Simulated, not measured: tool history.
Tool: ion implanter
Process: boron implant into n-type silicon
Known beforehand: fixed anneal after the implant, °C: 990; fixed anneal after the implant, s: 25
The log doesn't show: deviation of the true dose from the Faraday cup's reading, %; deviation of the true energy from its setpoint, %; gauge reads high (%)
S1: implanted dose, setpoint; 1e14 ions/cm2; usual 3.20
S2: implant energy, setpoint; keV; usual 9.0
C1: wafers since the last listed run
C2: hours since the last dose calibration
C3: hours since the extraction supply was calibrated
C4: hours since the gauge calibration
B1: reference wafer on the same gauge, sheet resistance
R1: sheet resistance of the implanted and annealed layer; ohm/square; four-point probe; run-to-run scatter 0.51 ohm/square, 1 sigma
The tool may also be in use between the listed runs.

{"run": 1, "hour": 0.0, "S1": 3.2, "S2": 7.5, "C1": 0, "C2": 1187.1, "C3": 6128.4, "C4": 129.2, "B1": 378.95, "R1": 337.54}
{"run": 2, "hour": 83.6, "S1": 3.2, "S2": 11.0, "C1": 2154, "C2": 1270.7, "C3": 6212.0, "C4": 212.8, "B1": 379.23, "R1": 323.12}
{"run": 3, "hour": 166.6, "S1": 3.2, "S2": 11.0, "C1": 2139, "C2": 1353.7, "C3": 6295.0, "C4": 295.8, "B1": 378.96, "R1": 323.19}
{"run": 4, "hour": 250.1, "S1": 3.2, "S2": 11.0, "C1": 2152, "C2": 1437.2, "C3": 6378.5, "C4": 379.3, "B1": 378.9, "R1": 323.16}
{"run": 5, "hour": 308.1, "S1": 2.84, "S2": 9.0, "C1": 1494, "C2": 1495.2, "C3": 6436.5, "C4": 437.3, "B1": 378.96, "R1": 365.61}
{"run": 6, "hour": 395.9, "S1": 3.2, "S2": 9.0, "C1": 2262, "C2": 1583.0, "C3": 6524.3, "C4": 525.1, "B1": 378.81, "R1": 329.14}
{"run": 7, "hour": 486.9, "S1": 3.2, "S2": 9.0, "C1": 2345, "C2": 1674.0, "C3": 6615.3, "C4": 616.1, "B1": 379.25, "R1": 330.42}
{"run": 8, "hour": 539.6, "S1": 2.61, "S2": 9.0, "C1": 1358, "C2": 1726.7, "C3": 6668.0, "C4": 668.8, "B1": 379.05, "R1": 390.81}
{"run": 9, "hour": 642.6, "S1": 2.57, "S2": 7.0, "C1": 2654, "C2": 1829.7, "C3": 6771.0, "C4": 771.8, "B1": 378.96, "R1": 406.08}
{"run": 10, "hour": 688.5, "S1": 2.34, "S2": 6.5, "C1": 1182, "C2": 1875.6, "C3": 6816.9, "C4": 817.7, "B1": 379.0, "R1": 443.27}
{"run": 11, "hour": 738.4, "S1": 3.45, "S2": 11.0, "C1": 1286, "C2": 1925.5, "C3": 6866.8, "C4": 867.6, "B1": 379.06, "R1": 302.6}
{"hour": 791.1, "done": "extraction supply calibrated"}
{"hour": 846.0, "done": "Faraday cup replaced and dose calibrated"}
{"run": 12, "hour": 948.8, "S1": 2.34, "S2": 6.5, "C1": 5010, "C2": 102.8, "C3": 157.7, "C4": 1078.0, "B1": 378.7, "R1": 454.34}
{"hour": 1003.9, "done": "gauge calibrated"}
{"run": 13, "hour": 1027.3, "S1": 3.44, "S2": 10.5, "C1": 2023, "C2": 181.3, "C3": 236.2, "C4": 23.4, "B1": 378.83, "R1": 311.42}
{"run": 14, "hour": 1099.5, "S1": 3.2, "S2": 9.0, "C1": 1860, "C2": 253.5, "C3": 308.4, "C4": 95.6, "B1": 378.9, "R1": 336.17}
{"run": 15, "hour": 1155.7, "S1": 3.74, "S2": 12.0, "C1": 1448, "C2": 309.7, "C3": 364.6, "C4": 151.8, "B1": 379.2, "R1": 285.37}
{"run": 16, "hour": 1239.5, "S1": 3.2, "S2": 9.0, "C1": 2159, "C2": 393.5, "C3": 448.4, "C4": 235.6, "B1": 379.03, "R1": 334.84}
{"run": 17, "hour": 1294.4, "S1": 2.76, "S2": 6.5, "C1": 1414, "C2": 448.4, "C3": 503.3, "C4": 290.5, "B1": 378.81, "R1": 392.66}

Below, some changes in R1 between adjacent runs. For each, the amount present without the hidden state too (settings, incoming material, random variation) and the amount remaining for the hidden state with gauge scatter not shared by both compared results:
Run 11 -> 12: S1 3.45 -> 2.34, S2 11.0 -> 6.5, extraction supply calibrated, Faraday cup replaced and dose calibrated. R1 +151.74 ohm/square: hidden state +7.31, all else +144.43.

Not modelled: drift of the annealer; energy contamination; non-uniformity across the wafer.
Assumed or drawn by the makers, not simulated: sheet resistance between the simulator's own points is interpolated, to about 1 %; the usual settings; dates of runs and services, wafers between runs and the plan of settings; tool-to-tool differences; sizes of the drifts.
